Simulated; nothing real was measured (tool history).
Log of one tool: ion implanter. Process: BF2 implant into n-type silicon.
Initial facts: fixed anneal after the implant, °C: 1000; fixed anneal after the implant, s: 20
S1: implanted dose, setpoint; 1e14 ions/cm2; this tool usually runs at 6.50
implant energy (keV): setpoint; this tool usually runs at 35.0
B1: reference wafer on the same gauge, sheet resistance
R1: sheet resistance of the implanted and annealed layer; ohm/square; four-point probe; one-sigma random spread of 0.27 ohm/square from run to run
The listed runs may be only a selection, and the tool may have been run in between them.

run 1 day=0.000 | S1=6.05 implant_energy_(keV)=26.0 | B1=149.04 | R1=201.96
run 2 day=1.996 | S1=6.05 implant_energy_(keV)=26.0 | B1=149.03 | R1=202.49
run 3 day=4.254 | S1=6.05 implant_energy_(keV)=26.0 | B1=148.95 | R1=201.65
run 4 day=5.883 | S1=5.87 implant_energy_(keV)=35.0 | B1=148.99 | R1=193.33
-- day=6.000 gauge calibrated
run 5 day=7.404 | S1=5.87 implant_energy_(keV)=35.0 | B1=148.99 | R1=193.57
run 6 day=8.717 | S1=5.87 implant_energy_(keV)=35.0 | B1=148.98 | R1=193.91
run 7 day=16.046 | S1=7.35 implant_energy_(keV)=35.0 | B1=149.05 | R1=165.70
run 8 day=18.158 | S1=7.35 implant_energy_(keV)=35.0 | B1=148.97 | R1=166.13
run 9 day=19.804 | S1=7.35 implant_energy_(keV)=35.0 | B1=148.97 | R1=166.51
-- day=22.288 Faraday cup replaced and dose calibrated
run 10 day=22.733 | S1=6.05 implant_energy_(keV)=35.0 | B1=149.00 | R1=187.67
run 11 day=24.921 | S1=6.05 implant_energy_(keV)=35.0 | B1=149.05 | R1=187.99
run 12 day=26.958 | S1=6.05 implant_energy_(keV)=35.0 | B1=148.95 | R1=188.51
run 13 day=29.304 | S1=6.50 implant_energy_(keV)=35.0 | B1=149.00 | R1=178.92
run 14 day=31.462 | S1=7.35 implant_energy_(keV)=35.0 | B1=149.02 | R1=165.13
run 15 day=32.646 | S1=6.50 implant_energy_(keV)=35.0 | B1=148.99 | R1=179.00
run 16 day=35.588 | S1=4.88 implant_energy_(keV)=24.5 | B1=148.99 | R1=237.27
-- day=36.183 extraction supply calibrated
run 17 day=36.946 | S1=7.22 implant_energy_(keV)=28.0 | B1=149.01 | R1=178.02
-- day=38.712 gauge calibrated
run 18 day=39.008 | S1=7.31 implant_energy_(keV)=26.5 | B1=149.02 | R1=180.28
run 19 day=41.208 | S1=6.50 implant_energy_(keV)=35.0 | B1=149.00 | R1=179.87
run 20 day=42.321 | S1=7.35 implant_energy_(keV)=35.0 | B1=149.01 | R1=165.73
run 21 day=44.954 | S1=5.38 implant_energy_(keV)=27.0 | B1=149.03 | R1=217.41
run 22 day=46.167 | S1=6.50 implant_energy_(keV)=39.0 | B1=149.02 | R1=175.96
run 23 day=49.117 | S1=6.50 implant_energy_(keV)=35.0 | B1=148.98 | R1=180.58
run 24 day=50.325 | S1=4.64 implant_energy_(keV)=26.5 | B1=149.00 | R1=244.33
run 25 day=52.888 | S1=7.96 implant_energy_(keV)=23.5 | B1=148.99 | R1=180.43
run 26 day=55.088 | S1=5.99 implant_energy_(keV)=26.0 | B1=149.05 | R1=204.56
-- day=56.238 Faraday cup replaced and dose calibrated
run 27 day=63.325 | S1=6.50 implant_energy_(keV)=41.0 | B1=148.96 | R1=172.63

5 options for the next run, each taken on its own from the tool as it stands now. Forecast them:
run A day=63.342 | S1=6.50 implant_energy_(keV)=35.0 | B1=? | R1=?
run B day=63.342 | S1=4.92 implant_energy_(keV)=35.0 | B1=? | R1=?
run C day=63.342 | S1=6.50 implant_energy_(keV)=43.0 | B1=? | R1=?
run D day=63.342 | S1=5.16 implant_energy_(keV)=23.5 | B1=? | R1=?
run E day=63.342 | S1=6.50 implant_energy_(keV)=40.0 | B1=? | R1=?

run=A B1=149.04 R1=178.15
run=B B1=149.04 R1=220.30
run=C B1=149.04 R1=171.10
run=D B1=149.04 R1=228.58
run=E B1=149.04 R1=173.30
The same runs, with their run-to-run variation unchanged, on a tool lacking any hidden condition would have given:
run=A R1=178.07
run=B R1=220.18
run=C R1=171.01
run=D R1=228.48
run=E R1=173.21

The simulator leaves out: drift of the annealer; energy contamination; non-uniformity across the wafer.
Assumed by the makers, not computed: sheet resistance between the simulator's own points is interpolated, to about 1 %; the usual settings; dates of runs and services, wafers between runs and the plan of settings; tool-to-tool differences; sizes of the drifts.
